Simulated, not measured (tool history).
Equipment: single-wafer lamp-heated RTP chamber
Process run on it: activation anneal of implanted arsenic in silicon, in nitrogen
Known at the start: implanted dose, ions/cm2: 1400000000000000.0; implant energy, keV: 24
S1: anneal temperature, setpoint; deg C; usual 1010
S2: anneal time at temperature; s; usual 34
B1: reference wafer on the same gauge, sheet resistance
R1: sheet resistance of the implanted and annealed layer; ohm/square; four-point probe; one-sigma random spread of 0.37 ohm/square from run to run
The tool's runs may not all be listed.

run   hour    S1  S2      B1      R1
  1    0.0  1010  40  120.79  109.06
  2   11.4  1010  40  120.80  108.78
      15.4  -- gauge calibrated
      22.5  -- pyrometer window cleaned and pyrometer calibrated
  3   24.5  1010  40  120.85  110.66
  4   35.7  1010  34  120.96  112.67
  5   44.4  1010  34  121.05  112.50
  6   51.4  1010  34  121.11  111.39
  7   88.8  1018  34  120.96  108.50
  8   99.1  1018  34  120.75  107.89
  9  110.5  1010  34  120.96  110.24
 10  122.6  1010  34  120.94  109.19
 11  129.7  1010  23  121.03  114.61
     139.3  -- pyrometer window cleaned and pyrometer calibrated
 12  146.9  1010  23  120.81  116.73
 13  155.7  1003  34  121.09  113.10
 14  163.9   997  34  121.08  114.79
     177.2  -- reflector plate cleaned
 15  178.4  1037  26  121.02  107.97
 16  184.8   981  16  120.93  131.19
 17  200.2  1019  52  120.88  104.28
 18  243.2  1010  34  121.12  112.16
     256.3  -- pyrometer window cleaned and pyrometer calibrated
 19  256.8  1010  25  120.88  117.58
     257.8  -- gauge calibrated
 20  266.3  1010  34  121.06  113.68

Estimate the outcome of run 21 from the log above:
 21  276.6  999  44   ?   ?

For run 21 the tool returned B1 120.91, R1 113.71 ohm/square.
On a tool with no hidden condition, and with the same random variation, this run would have come out at R1 114.92 ohm/square.
